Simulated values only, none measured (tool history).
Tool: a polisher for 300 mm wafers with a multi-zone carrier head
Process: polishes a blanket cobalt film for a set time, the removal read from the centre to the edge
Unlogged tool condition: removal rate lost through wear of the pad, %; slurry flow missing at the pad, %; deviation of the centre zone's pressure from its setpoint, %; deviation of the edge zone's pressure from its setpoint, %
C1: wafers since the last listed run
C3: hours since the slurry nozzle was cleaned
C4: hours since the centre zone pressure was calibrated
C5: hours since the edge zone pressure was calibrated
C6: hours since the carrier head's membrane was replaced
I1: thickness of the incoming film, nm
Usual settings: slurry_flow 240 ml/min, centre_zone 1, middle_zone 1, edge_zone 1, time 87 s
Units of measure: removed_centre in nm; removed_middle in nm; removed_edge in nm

run 1 day=0 | slurry_flow=200 centre_zone=0.95 middle_zone=1.06 edge_zone=1.12 time=87 | C1=0 wafers_polished_on_this_pad=13 C3=127.6 C4=0.5 C5=252.9 C6=55.1 | I1=1572.9 | removed_centre=270.6 removed_middle=289.6 removed_edge=299.1
run 2 day=0.879 | slurry_flow=240 centre_zone=0.93 middle_zone=1.05 edge_zone=1 time=105 | C1=229 wafers_polished_on_this_pad=243 C3=148.7 C4=21.6 C5=274 C6=76.2 | I1=1562.9 | removed_centre=327.9 removed_middle=365.1 removed_edge=353.2
run 3 day=1.5 | slurry_flow=240 centre_zone=1 middle_zone=1 edge_zone=1 time=87 | C1=161 wafers_polished_on_this_pad=404 C3=163.6 C4=36.5 C5=288.9 C6=91.1 | I1=1581 | removed_centre=295 removed_middle=289.5 removed_edge=290.6
run 4 day=2.133 | slurry_flow=185 centre_zone=1 middle_zone=1 edge_zone=1 time=71 | C1=165 wafers_polished_on_this_pad=570 C3=178.8 C4=51.7 C5=304.1 C6=106.3 | I1=1574.7 | removed_centre=224.3 removed_middle=219.3 removed_edge=229.9
-- day=2.833 edge zone pressure recalibrated
run 5 day=2.871 | slurry_flow=240 centre_zone=1 middle_zone=1 edge_zone=1 time=87 | C1=170 wafers_polished_on_this_pad=740 C3=196.5 C4=69.4 C5=0.9 C6=124 | I1=1553.4 | removed_centre=297.5 removed_middle=282.1 removed_edge=293.9
run 6 day=3.2 | slurry_flow=240 centre_zone=1 middle_zone=1 edge_zone=1 time=87 | C1=85 wafers_polished_on_this_pad=826 C3=204.4 C4=77.3 C5=8.8 C6=131.9 | I1=1573.4 | removed_centre=294.9 removed_middle=284.4 removed_edge=286.9
run 7 day=3.838 | slurry_flow=220 centre_zone=1 middle_zone=1 edge_zone=1 time=87 | C1=166 wafers_polished_on_this_pad=992 C3=219.7 C4=92.6 C5=24.1 C6=147.2 | I1=1560 | removed_centre=291.4 removed_middle=271.7 removed_edge=289.4
run 8 day=4.121 | slurry_flow=240 centre_zone=1 middle_zone=1 edge_zone=1 time=87 | C1=73 wafers_polished_on_this_pad=1066 C3=226.5 C4=99.4 C5=30.9 C6=154 | I1=1555.2 | removed_centre=297 removed_middle=276.6 removed_edge=285.5
run 9 day=4.462 | slurry_flow=240 centre_zone=0.92 middle_zone=1 edge_zone=0.91 time=87 | C1=89 wafers_polished_on_this_pad=1155 C3=234.7 C4=107.6 C5=39.1 C6=162.2 | I1=1557.4 | removed_centre=269.4 removed_middle=285.9 removed_edge=279.7
-- day=4.921 worn pad replaced by a new one
run 10 day=5.133 | slurry_flow=240 centre_zone=1 middle_zone=1 edge_zone=0.93 time=87 | C1=131 wafers_polished_on_this_pad=55 C3=250.8 C4=123.7 C5=55.2 C6=178.3 | I1=1575.4 | removed_centre=296.3 removed_middle=282.5 removed_edge=283.6
run 11 day=5.483 | slurry_flow=240 centre_zone=1 middle_zone=1 edge_zone=1 time=87 | C1=91 wafers_polished_on_this_pad=146 C3=259.2 C4=132.1 C5=63.6 C6=186.7 | I1=1575.1 | removed_centre=296 removed_middle=284.1 removed_edge=290.2
run 12 day=5.992 | slurry_flow=175 centre_zone=0.88 middle_zone=1.09 edge_zone=0.9 time=87 | C1=132 wafers_polished_on_this_pad=279 C3=271.4 C4=144.3 C5=75.8 C6=198.9 | I1=1594.3 | removed_centre=241.3 removed_middle=279.1 removed_edge=261.8
run 13 day=6.296 | slurry_flow=240 centre_zone=0.95 middle_zone=1 edge_zone=1 time=87 | C1=79 wafers_polished_on_this_pad=358 C3=278.7 C4=151.6 C5=83.1 C6=206.2 | I1=1558.5 | removed_centre=281.7 removed_middle=284.4 removed_edge=284.7
run 14 day=6.921 | slurry_flow=280 centre_zone=1 middle_zone=1.04 edge_zone=1.04 time=79 | C1=162 wafers_polished_on_this_pad=521 C3=293.7 C4=166.6 C5=98.1 C6=221.2 | I1=1593.8 | removed_centre=276.2 removed_middle=261.5 removed_edge=270.3
run 15 day=7.488 | slurry_flow=325 centre_zone=1 middle_zone=1 edge_zone=0.97 time=87 | C1=147 wafers_polished_on_this_pad=669 C3=307.3 C4=180.2 C5=111.7 C6=234.8 | I1=1573.4 | removed_centre=311.4 removed_middle=300.2 removed_edge=293.7
run 16 day=7.962 | slurry_flow=240 centre_zone=1 middle_zone=1 edge_zone=1.05 time=87 | C1=123 wafers_polished_on_this_pad=793 C3=318.7 C4=191.6 C5=123.1 C6=246.2 | I1=1549.7 | removed_centre=299.7 removed_middle=279.3 removed_edge=290.2
run 17 day=8.529 | slurry_flow=240 centre_zone=1 middle_zone=1 edge_zone=1 time=105 | C1=147 wafers_polished_on_this_pad=940 C3=332.3 C4=205.2 C5=136.7 C6=259.8 | I1=1601.9 | removed_centre=358.7 removed_middle=338.8 removed_edge=346.4
run 18 day=8.883 | slurry_flow=185 centre_zone=1.08 middle_zone=1 edge_zone=1 time=77 | C1=92 wafers_polished_on_this_pad=1033 C3=340.8 C4=213.7 C5=145.2 C6=268.3 | I1=1570.3 | removed_centre=266.8 removed_middle=229.9 removed_edge=242.6
run 19 day=9.408 | slurry_flow=240 centre_zone=1 middle_zone=1 edge_zone=0.89 time=117 | C1=136 wafers_polished_on_this_pad=1170 C3=353.4 C4=226.3 C5=157.8 C6=280.9 | I1=1570.7 | removed_centre=401.1 removed_middle=375.4 removed_edge=359.8
-- day=10.012 worn pad replaced by a new one
run 20 day=10.033 | slurry_flow=300 centre_zone=0.95 middle_zone=1.09 edge_zone=1.05 time=87 | C1=119 wafers_polished_on_this_pad=5 C3=368.4 C4=241.3 C5=172.8 C6=295.9 | I1=1564.2 | removed_centre=299.3 removed_middle=307.1 removed_edge=297.6
run 21 day=10.696 | slurry_flow=240 centre_zone=1 middle_zone=1 edge_zone=1 time=87 | C1=172 wafers_polished_on_this_pad=177 C3=384.3 C4=257.2 C5=188.7 C6=311.8 | I1=1586.1 | removed_centre=299.4 removed_middle=277.8 removed_edge=282.4

Forecast each of these 5 alternatives for the next run:
run A day=10.712 | slurry_flow=275 centre_zone=1 middle_zone=1 edge_zone=1 time=87 | C1=4 wafers_polished_on_this_pad=182 C3=384.7 C4=257.6 C5=189.1 C6=312.2 | I1=1585.4 | removed_centre=? removed_middle=? removed_edge=?
run B day=10.712 | slurry_flow=240 centre_zone=1 middle_zone=1 edge_zone=1 time=116 | C1=4 wafers_polished_on_this_pad=182 C3=384.7 C4=257.6 C5=189.1 C6=312.2 | I1=1585.4 | removed_centre=? removed_middle=? removed_edge=?
run C day=10.712 | slurry_flow=240 centre_zone=0.91 middle_zone=0.89 edge_zone=0.96 time=87 | C1=4 wafers_polished_on_this_pad=182 C3=384.7 C4=257.6 C5=189.1 C6=312.2 | I1=1585.4 | removed_centre=? removed_middle=? removed_edge=?
run D day=10.712 | slurry_flow=170 centre_zone=1 middle_zone=1 edge_zone=1 time=87 | C1=4 wafers_polished_on_this_pad=182 C3=384.7 C4=257.6 C5=189.1 C6=312.2 | I1=1585.4 | removed_centre=? removed_middle=? removed_edge=?
run E day=10.712 | slurry_flow=240 centre_zone=1 middle_zone=1.06 edge_zone=1 time=63 | C1=4 wafers_polished_on_this_pad=182 C3=384.7 C4=257.6 C5=189.1 C6=312.2 | I1=1585.4 | removed_centre=? removed_middle=? removed_edge=?

run=A removed_centre=308.9 removed_middle=278.6 removed_edge=287.3
run=B removed_centre=399.9 removed_middle=361.8 removed_edge=375.8
run=C removed_centre=272.7 removed_middle=246.9 removed_edge=277.5
run=D removed_centre=271.2 removed_middle=248.4 removed_edge=265
run=E removed_centre=217.3 removed_middle=206.3 removed_edge=204
With the hidden condition removed and each run's random variation left untouched, the same runs would have given:
run=A removed_centre=307.2 removed_middle=296.4 removed_edge=300.7
run=B removed_centre=402.1 removed_middle=388.6 removed_edge=395.9
run=C removed_centre=274 removed_middle=265.1 removed_edge=292.4
run=D removed_centre=283.1 removed_middle=275.4 removed_edge=284.8
run=E removed_centre=218.5 removed_middle=221.5 removed_edge=214.9
